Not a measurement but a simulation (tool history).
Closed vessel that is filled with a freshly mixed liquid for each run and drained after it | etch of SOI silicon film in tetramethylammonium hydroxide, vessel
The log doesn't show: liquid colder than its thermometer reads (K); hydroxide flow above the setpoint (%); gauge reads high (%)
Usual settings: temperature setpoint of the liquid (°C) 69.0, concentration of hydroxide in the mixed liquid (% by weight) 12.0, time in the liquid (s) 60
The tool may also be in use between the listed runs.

run     day  temperature setpoint of the liquid (°C)  concentration of hydroxide in the mixed liquid (% by weight)  time in the liquid (s)  wafers since the last listed run  hours since the thermometer was replaced  hours since the hydroxide flow meter was replaced  hours since the gauge calibration  read-back film thickness of the SOI silicon film reference wafer, read on the same gauge (nm)  thickness taken off the SOI silicon film on a monitor wafer (Å)
  1   0.000                                     69.0                                                          12.0                      60                                 0                                     442.9                                             1101.0                              730.1                                                                                          29.98                                                           3618.4
  2   1.004                                     69.0                                                          12.0                      60                              2815                                     467.0                                             1125.1                              754.2                                                                                          30.02                                                           3627.1
  3   3.225                                     69.0                                                          12.0                      60                              6227                                     520.3                                             1178.4                              807.5                                                                                          29.99                                                           3603.5
  4   4.838                                     69.0                                                          12.0                      60                              4521                                     559.0                                             1217.1                              846.2                                                                                          29.98                                                           3583.3
  5   6.575                                     69.0                                                          12.0                      60                              4871                                     600.7                                             1258.8                              887.9                                                                                          29.98                                                           3587.6
  6   8.296                                     69.0                                                          12.0                      60                              4825                                     642.0                                             1300.1                              929.2                                                                                          29.98                                                           3581.3
  7  11.158                                     69.0                                                          12.0                      60                              8026                                     710.7                                             1368.8                              997.9                                                                                          29.99                                                           3553.1
  8  13.883                                     69.0                                                          12.0                      60                              7640                                     776.1                                             1434.2                             1063.3                                                                                          29.98                                                           3531.5
     16.542  -- thermometer replaced
  9  16.779                                     69.0                                                          12.0                      60                              8002                                       5.7                                             1503.7                             1132.8                                                                                          30.01                                                           3686.8
 10  19.329                                     69.0                                                          12.0                      60                              7150                                      66.9                                             1564.9                             1194.0                                                                                          30.01                                                           3641.7
 11  21.967                                     69.0                                                          13.0                      60                              7395                                     130.2                                             1628.2                             1257.3                                                                                          29.98                                                           3521.4
 12  23.271                                     69.0                                                          13.0                      60                              3656                                     161.5                                             1659.5                             1288.6                                                                                          30.03                                                           3487.2
 13  24.442                                     69.0                                                          13.0                      60                              3282                                     189.6                                             1687.6                             1316.7                                                                                          30.01                                                           3502.0
 14  26.433                                     63.0                                                          12.0                      60                              5584                                     237.4                                             1735.4                             1364.5                                                                                          29.98                                                           2525.1
 15  28.596                                     63.0                                                          12.0                      60                              6063                                     289.3                                             1787.3                             1416.4                                                                                          29.98                                                           2511.5
     30.208  -- gauge calibrated
 16  30.425                                     63.0                                                          12.0                      60                              5128                                     333.2                                             1831.2                                5.2                                                                                          30.01                                                           2491.7
 17  33.054                                     69.0                                                          10.0                      60                              7372                                     396.3                                             1894.3                               68.3                                                                                          30.00                                                           3841.0
 18  35.350                                     69.0                                                          12.0                      75                              6437                                     451.4                                             1949.4                              123.4                                                                                          29.97                                                           4502.5
 19  38.088                                     69.0                                                          12.0                      60                              7675                                     517.1                                             2015.1                              189.1                                                                                          30.05                                                           3566.3
 20  40.425                                     63.0                                                          15.5                      90                              6554                                     573.2                                             2071.2                              245.2                                                                                          30.01                                                           3304.4
 21  42.888                                     63.0                                                          12.0                      60                              6904                                     632.3                                             2130.3                              304.3                                                                                          30.03                                                           2450.1
 22  44.133                                     65.5                                                           9.0                      80                              3493                                     662.2                                             2160.2                              334.2                                                                                          30.02                                                           4262.7
 23  45.717                                     69.0                                                          12.0                      60                              4439                                     700.2                                             2198.2                              372.2                                                                                          30.01                                                           3510.0
     48.192  -- thermometer replaced
 24  48.508                                     76.0                                                          12.0                      70                              7710                                       7.6                                             2265.2                              439.2                                                                                          30.04                                                           6286.9
     48.867  -- hydroxide flow meter replaced
 25  50.242                                     72.5                                                          13.5                      60                              4743                                      49.2                                               33.0                              480.8                                                                                          30.01                                                           4437.0
 26  51.975                                     65.0                                                          13.5                      70                              4860                                      90.8                                               74.6                              522.4                                                                                          30.00                                                           3288.4
 27  53.379                                     76.5                                                          10.0                      40                              3937                                     124.5                                              108.3                              556.1                                                                                          30.02                                                           4111.0
 28  54.783                                     69.0                                                          14.5                      40                              3937                                     158.2                                              142.0                              589.8                                                                                          30.01                                                           2292.3
 29  57.008                                     65.5                                                           9.5                      40                              6238                                     211.6                                              195.4                              643.2                                                                                          30.00                                                           2213.0
 30  58.154                                     69.0                                                           9.5                      30                              3212                                     239.1                                              222.9                              670.7                                                                                          30.01                                                           2044.7
 31  59.804                                     69.0                                                          12.0                      60                              4626                                     278.7                                              262.5                              710.3                                                                                          30.02                                                           3695.8
 32  61.896                                     69.0                                                          14.0                      70                              5864                                     328.9                                              312.7                              760.5                                                                                          29.98                                                           4016.0
 33  64.404                                     69.0                                                           9.5                      35                              7033                                     389.1                                              372.9                              820.7                                                                                          29.98                                                           2328.4
 34  66.875                                     71.0                                                           9.0                      95                              6928                                     448.4                                              432.2                              880.0                                                                                          29.97                                                           7311.0
 35  69.054                                     69.0                                                          12.0                      60                              6110                                     500.7                                              484.5                              932.3                                                                                          29.98                                                           3648.5

Hidden state or all else? Some run-to-run changes of thickness taken off the SOI silicon film on a monitor wafer (Å), split into what the settings, what came in and random variation would give without the hidden state, and what is left for the hidden state (with any gauge scatter that isn't in both results):
Run 21 -> 22: temperature setpoint of the liquid (°C) 63.0 -> 65.5, concentration of hydroxide in the mixed liquid (% by weight) 12.0 -> 9.0, time in the liquid (s) 60 -> 80. thickness taken off the SOI silicon film on a monitor wafer (Å) +1812.6: hidden state -132.3, all else +1944.9.
Run 23 -> 24: temperature setpoint of the liquid (°C) 69.0 -> 76.0, time in the liquid (s) 60 -> 70, thermometer replaced. thickness taken off the SOI silicon film on a monitor wafer (Å) +2776.9: hidden state -70.8, all else +2847.7.
Run 24 -> 25: temperature setpoint of the liquid (°C) 76.0 -> 72.5, concentration of hydroxide in the mixed liquid (% by weight) 12.0 -> 13.5, time in the liquid (s) 70 -> 60, hydroxide flow meter replaced. thickness taken off the SOI silicon film on a monitor wafer (Å) -1849.9: hidden state +316.5, all else -2166.4.
Run 33 -> 34: temperature setpoint of the liquid (°C) 69.0 -> 71.0, concentration of hydroxide in the mixed liquid (% by weight) 9.5 -> 9.0, time in the liquid (s) 35 -> 95. thickness taken off the SOI silicon film on a monitor wafer (Å) +4982.6: hidden state -200.7, all else +5183.3.
Run 34 -> 35: temperature setpoint of the liquid (°C) 71.0 -> 69.0, concentration of hydroxide in the mixed liquid (% by weight) 9.0 -> 12.0, time in the liquid (s) 95 -> 60. thickness taken off the SOI silicon film on a monitor wafer (Å) -3662.5: hidden state +123.7, all else -3786.2.

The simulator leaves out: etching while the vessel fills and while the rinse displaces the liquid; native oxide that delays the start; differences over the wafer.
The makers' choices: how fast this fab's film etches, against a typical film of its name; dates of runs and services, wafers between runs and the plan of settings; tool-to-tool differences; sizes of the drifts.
